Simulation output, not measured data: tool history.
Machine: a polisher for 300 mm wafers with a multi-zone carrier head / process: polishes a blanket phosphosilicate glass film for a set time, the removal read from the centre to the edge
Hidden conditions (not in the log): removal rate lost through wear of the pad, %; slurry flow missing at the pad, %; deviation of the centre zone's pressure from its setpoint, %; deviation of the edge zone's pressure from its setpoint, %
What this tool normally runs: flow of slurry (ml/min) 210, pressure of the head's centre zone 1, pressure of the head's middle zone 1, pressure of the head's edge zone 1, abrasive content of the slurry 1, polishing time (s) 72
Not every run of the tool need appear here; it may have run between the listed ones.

| run | hour | flow of slurry (ml/min) | pressure of the head's centre zone | pressure of the head's middle zone | pressure of the head's edge zone | abrasive content of the slurry | polishing time (s) | wafers since the last listed run | wafers polished on this pad | hours since the slurry nozzle was cleaned | hours since the centre zone pressure was calibrated | hours since the edge zone pressure was calibrated | hours since the carrier head's membrane was replaced | incoming thickness of the incoming film, nm | film removed at the wafer's centre (nm) | film removed at mid-radius (nm) | film removed at the wafer's edge (nm) |
|---|---|---|---|---|---|---|---|---|---|---|---|---|---|---|---|---|---|
| 1 | 0 | 210 | 0.91 | 1 | 1 | 1 | 59 | 0 | 1003 | 171.1 | 159.2 | 850.1 | 440.2 | 1964 | 518.4 | 559.6 | 563.1 |
| 2 | 64.5 | 145 | 1 | 1 | 1 | 0.7 | 72 | 805 | 1808 | 235.6 | 223.7 | 914.6 | 504.7 | 1984.6 | 428.6 | 427.6 | 437.5 |
| 3 | 117.4 | 210 | 1 | 1.07 | 0.89 | 1.3 | 72 | 660 | 2468 | 288.5 | 276.6 | 967.5 | 557.6 | 1946.9 | 815.6 | 858.2 | 767.2 |
| 4 | 174.8 | 210 | 1 | 1 | 1 | 1 | 82 | 716 | 3185 | 345.9 | 334 | 1024.9 | 615 | 1966.7 | 795.7 | 772.5 | 790.3 |
|  | 194.2 | edge zone pressure recalibrated |
| 5 | 205.4 | 210 | 1 | 1 | 1 | 1 | 72 | 356 | 3542 | 376.5 | 364.6 | 11.2 | 645.6 | 1972.3 | 693.9 | 680.5 | 683 |
| 6 | 230 | 245 | 1 | 0.88 | 1 | 1 | 83 | 307 | 3849 | 401.1 | 389.2 | 35.8 | 670.2 | 1979 | 825.3 | 724.1 | 807 |
| 7 | 277.4 | 210 | 1 | 1 | 1 | 1 | 72 | 591 | 4440 | 448.5 | 436.6 | 83.2 | 717.6 | 1969.9 | 682.2 | 670.9 | 682.2 |
|  | 299.6 | carrier head's membrane replaced by a new one |
| 8 | 304.3 | 210 | 1.03 | 1 | 0.9 | 1 | 57 | 273 | 4714 | 475.4 | 463.5 | 110.1 | 4.7 | 1951.6 | 554.5 | 529.9 | 507.6 |
| 9 | 347.6 | 210 | 1 | 1 | 1 | 1 | 72 | 540 | 5254 | 518.7 | 506.8 | 153.4 | 48 | 1953.6 | 684.4 | 664.7 | 678.6 |
| 10 | 410.7 | 190 | 1.05 | 0.97 | 0.93 | 1 | 72 | 787 | 6042 | 581.8 | 569.9 | 216.5 | 111.1 | 1961.7 | 691.5 | 638.3 | 648.2 |
|  | 422.2 | centre zone pressure recalibrated |
| 11 | 438 | 210 | 1 | 1 | 1 | 1 | 72 | 315 | 6358 | 609.1 | 15.8 | 243.8 | 138.4 | 1960 | 671 | 661.7 | 685.5 |
| 12 | 467.6 | 210 | 1 | 1 | 0.89 | 1 | 48 | 369 | 6727 | 638.7 | 45.4 | 273.4 | 168 | 1940.9 | 454.2 | 440.7 | 423.3 |
|  | 503.6 | worn pad replaced by a new one |
| 13 | 576.4 | 210 | 1 | 1 | 1 | 1 | 64 | 1308 | 908 | 747.5 | 154.2 | 382.2 | 276.8 | 1980.4 | 596 | 587.8 | 600.5 |
| 14 | 606.6 | 190 | 1 | 1 | 1 | 0.85 | 83 | 376 | 1285 | 777.7 | 184.4 | 412.4 | 307 | 1999.8 | 641.7 | 648.9 | 668.5 |
| 15 | 667.6 | 210 | 1 | 1 | 1 | 1 | 72 | 761 | 2046 | 838.7 | 245.4 | 473.4 | 368 | 1967.5 | 661.8 | 659.4 | 669.6 |
| 16 | 704.6 | 210 | 1 | 1 | 0.9 | 1 | 72 | 461 | 2508 | 875.7 | 282.4 | 510.4 | 405 | 1979.4 | 669 | 658.9 | 642.7 |

Run 17, settings as shown, results not yet in. Your forecast:
| 17 | 755.3 | 165 | 1 | 1 | 1 | 1 | 72 | 632 | 3141 | 926.4 | 333.1 | 561.1 | 455.7 | 2007.5 | ? | ? | ? |

film removed at the wafer's centre (nm): 618.2
film removed at mid-radius (nm): 618.8
film removed at the wafer's edge (nm): 638.3
Minus the tool's unlogged condition, the same run would have read film removed at the wafer's centre (nm) 690.2, film removed at mid-radius (nm) 681.6, film removed at the wafer's edge (nm) 683.3.
